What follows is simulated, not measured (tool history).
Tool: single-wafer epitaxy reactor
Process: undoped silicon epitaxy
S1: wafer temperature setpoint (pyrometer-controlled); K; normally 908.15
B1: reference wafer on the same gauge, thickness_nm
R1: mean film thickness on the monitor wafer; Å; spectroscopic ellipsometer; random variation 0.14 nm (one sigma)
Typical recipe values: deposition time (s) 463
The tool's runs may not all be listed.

{"run": 1, "hour": 0.0, "S1": 908.15, "deposition time (s)": 463, "B1": 59.914, "R1": 527.79}
{"run": 2, "hour": 34.8, "S1": 915.15, "deposition time (s)": 444, "B1": 59.822, "R1": 606.13}
{"run": 3, "hour": 57.2, "S1": 912.15, "deposition time (s)": 463, "B1": 59.92, "R1": 586.11}
{"run": 4, "hour": 70.5, "S1": 912.15, "deposition time (s)": 463, "B1": 59.891, "R1": 582.44}
{"run": 5, "hour": 96.0, "S1": 912.15, "deposition time (s)": 463, "B1": 59.947, "R1": 585.88}
{"run": 6, "hour": 130.8, "S1": 914.15, "deposition time (s)": 463, "B1": 59.956, "R1": 614.24}
{"run": 7, "hour": 148.1, "S1": 908.15, "deposition time (s)": 463, "B1": 59.916, "R1": 529.42}
{"run": 8, "hour": 173.4, "S1": 908.15, "deposition time (s)": 463, "B1": 59.856, "R1": 529.46}
{"run": 9, "hour": 188.3, "S1": 908.15, "deposition time (s)": 463, "B1": 59.929, "R1": 528.64}
{"hour": 203.2, "done": "pyrometer calibrated"}
{"run": 10, "hour": 203.7, "S1": 915.15, "deposition time (s)": 425, "B1": 59.919, "R1": 578.49}
{"run": 11, "hour": 228.2, "S1": 915.15, "deposition time (s)": 425, "B1": 59.899, "R1": 578.43}
{"run": 12, "hour": 253.0, "S1": 908.15, "deposition time (s)": 463, "B1": 59.881, "R1": 530.36}
{"run": 13, "hour": 271.7, "S1": 908.15, "deposition time (s)": 463, "B1": 59.883, "R1": 530.0}
{"run": 14, "hour": 295.0, "S1": 894.15, "deposition time (s)": 497, "B1": 59.86, "R1": 392.63}
{"run": 15, "hour": 321.3, "S1": 895.15, "deposition time (s)": 425, "B1": 59.929, "R1": 344.42}
{"run": 16, "hour": 344.1, "S1": 908.15, "deposition time (s)": 463, "B1": 59.885, "R1": 529.42}
{"run": 17, "hour": 377.0, "S1": 898.15, "deposition time (s)": 397, "B1": 59.962, "R1": 349.24}
{"hour": 419.4, "done": "gauge calibrated"}
{"run": 18, "hour": 458.8, "S1": 898.15, "deposition time (s)": 523, "B1": 59.976, "R1": 460.08}
{"run": 19, "hour": 473.6, "S1": 896.15, "deposition time (s)": 463, "B1": 59.898, "R1": 388.11}
{"run": 20, "hour": 509.3, "S1": 919.15, "deposition time (s)": 432, "B1": 59.981, "R1": 652.14}
{"run": 21, "hour": 531.7, "S1": 896.15, "deposition time (s)": 397, "B1": 59.847, "R1": 332.2}
{"run": 22, "hour": 549.7, "S1": 908.15, "deposition time (s)": 502, "B1": 59.871, "R1": 574.27}
{"run": 23, "hour": 584.6, "S1": 899.15, "deposition time (s)": 413, "B1": 59.959, "R1": 374.32}
{"run": 24, "hour": 609.5, "S1": 912.15, "deposition time (s)": 395, "B1": 59.904, "R1": 499.73}
{"run": 25, "hour": 642.3, "S1": 895.15, "deposition time (s)": 496, "B1": 59.939, "R1": 403.67}
{"run": 26, "hour": 677.3, "S1": 908.15, "deposition time (s)": 502, "B1": 59.845, "R1": 571.84}

Consider 4 possible next runs. They are alternatives, not a sequence: every one starts from the tool as it was left by run 26. What does each give?
{"run": "A", "hour": 677.8, "S1": 922.15, "deposition time (s)": 463, "B1": "?", "R1": "?"}
{"run": "B", "hour": 677.8, "S1": 918.15, "deposition time (s)": 463, "B1": "?", "R1": "?"}
{"run": "C", "hour": 677.8, "S1": 895.15, "deposition time (s)": 554, "B1": "?", "R1": "?"}
{"run": "D", "hour": 677.8, "S1": 922.15, "deposition time (s)": 436, "B1": "?", "R1": "?"}

run=A B1=59.896 R1=749.21
run=B B1=59.896 R1=678.16
run=C B1=59.896 R1=448.61
run=D B1=59.896 R1=705.52
Had the tool no hidden state, the same runs would have come out as:
run=A R1=749.21
run=B R1=678.16
run=C R1=448.61
run=D R1=705.52
